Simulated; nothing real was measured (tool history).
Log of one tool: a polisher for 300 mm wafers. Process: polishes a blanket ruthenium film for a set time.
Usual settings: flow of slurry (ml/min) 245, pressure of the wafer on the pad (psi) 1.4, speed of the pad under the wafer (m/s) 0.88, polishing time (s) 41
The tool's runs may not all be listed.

run	hour	flow of slurry (ml/min)	pressure of the wafer on the pad (psi)	speed of the pad under the wafer (m/s)	polishing time (s)	incoming thickness of the incoming film, nm	film removed (nm)
1	0.0	245	1.4	0.88	41	343.4	24.1
2	58.2	245	1.4	0.88	41	347.2	23.9
3	137.4	245	1.4	0.88	41	347.5	22.9
4	223.5	245	1.4	0.72	47	341.5	21.3
# hour 251.7: head pressure recalibrated
5	318.4	245	1.4	0.72	47	338.9	20.0
# hour 332.4: worn pad replaced by a new one
6	386.6	245	1.4	0.72	47	340.9	21.9
# hour 484.4: slurry nozzle cleaned
# hour 660.9: worn pad replaced by a new one
7	662.1	245	1.4	0.88	41	338.8	23.8
# hour 666.6: head pressure recalibrated
8	712.3	245	1.4	0.88	41	337.3	23.8
9	805.0	245	1.4	0.88	41	339.0	22.9
10	844.8	245	1.4	0.88	41	339.4	22.9
11	918.7	245	1.4	0.88	41	338.3	22.3
12	970.4	245	1.4	0.64	41	339.8	15.8
13	1023.5	245	1.4	0.88	41	341.5	20.9
# hour 1030.9: worn pad replaced by a new one
14	1069.5	245	1.4	0.88	53	339.8	29.7

Run 15 comes next. What will it give?
15	1118.1	245	1.4	1.06	41	336.0	?

Run 15 gave film removed (nm) 28.0.
Without the tool's hidden state the same run would have given film removed (nm) 29.6.
